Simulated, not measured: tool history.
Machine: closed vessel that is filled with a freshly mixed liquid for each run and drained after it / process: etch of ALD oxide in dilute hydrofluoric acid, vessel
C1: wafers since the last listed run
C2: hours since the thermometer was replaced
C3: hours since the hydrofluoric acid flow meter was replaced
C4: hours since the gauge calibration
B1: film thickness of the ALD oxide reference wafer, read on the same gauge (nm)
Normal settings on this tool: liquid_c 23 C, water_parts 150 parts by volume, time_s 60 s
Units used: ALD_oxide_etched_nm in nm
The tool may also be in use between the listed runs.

run 1 day=0 | liquid_c=21 water_parts=150 time_s=60 | C1=0 C2=1480 C3=264.9 C4=404.3 | B1=40 | ALD_oxide_etched_nm=5.37
run 2 day=2.142 | liquid_c=21 water_parts=150 time_s=60 | C1=3628 C2=1531.4 C3=316.3 C4=455.7 | B1=39.98 | ALD_oxide_etched_nm=5.4
run 3 day=3.817 | liquid_c=21 water_parts=150 time_s=60 | C1=2837 C2=1571.6 C3=356.5 C4=495.9 | B1=40.01 | ALD_oxide_etched_nm=5.32
run 4 day=6.592 | liquid_c=20.5 water_parts=150 time_s=60 | C1=4701 C2=1638.2 C3=423.1 C4=562.5 | B1=40.01 | ALD_oxide_etched_nm=5.26
run 5 day=8.879 | liquid_c=20.5 water_parts=150 time_s=60 | C1=3875 C2=1693.1 C3=478 C4=617.4 | B1=39.99 | ALD_oxide_etched_nm=5.22
run 6 day=10.054 | liquid_c=20.5 water_parts=150 time_s=60 | C1=1990 C2=1721.3 C3=506.2 C4=645.6 | B1=39.98 | ALD_oxide_etched_nm=5.2
run 7 day=11.488 | liquid_c=23 water_parts=150 time_s=60 | C1=2428 C2=1755.7 C3=540.6 C4=680 | B1=40.01 | ALD_oxide_etched_nm=5.73
run 8 day=13.579 | liquid_c=23 water_parts=150 time_s=60 | C1=3543 C2=1805.9 C3=590.8 C4=730.2 | B1=40 | ALD_oxide_etched_nm=5.75
run 9 day=16.05 | liquid_c=23 water_parts=150 time_s=60 | C1=4185 C2=1865.2 C3=650.1 C4=789.5 | B1=40.02 | ALD_oxide_etched_nm=5.64
run 10 day=17.521 | liquid_c=23 water_parts=150 time_s=60 | C1=2491 C2=1900.5 C3=685.4 C4=824.8 | B1=40 | ALD_oxide_etched_nm=5.66
-- day=18.654 gauge calibrated
run 11 day=18.779 | liquid_c=23 water_parts=110 time_s=60 | C1=2131 C2=1930.7 C3=715.6 C4=3 | B1=40.01 | ALD_oxide_etched_nm=8.13
run 12 day=20.317 | liquid_c=23 water_parts=150 time_s=60 | C1=2604 C2=1967.6 C3=752.5 C4=39.9 | B1=40.01 | ALD_oxide_etched_nm=5.66
run 13 day=21.817 | liquid_c=23 water_parts=150 time_s=60 | C1=2541 C2=2003.6 C3=788.5 C4=75.9 | B1=39.99 | ALD_oxide_etched_nm=5.6
run 14 day=23.375 | liquid_c=18 water_parts=95 time_s=95 | C1=2639 C2=2041 C3=825.9 C4=113.3 | B1=39.99 | ALD_oxide_etched_nm=12.14

Run 15 is up next; what results do you expect?
-- day=24.492 thermometer replaced
-- day=25.625 hydrofluoric acid flow meter replaced
run 15 day=29.662 | liquid_c=23 water_parts=150 time_s=60 | C1=10510 C2=124.1 C3=96.9 C4=264.2 | B1=? | ALD_oxide_etched_nm=?

Run 15 measured B1 40, ALD_oxide_etched_nm 5.17 nm.
With no hidden state in the tool, this same run would have given ALD_oxide_etched_nm 6.07 nm.
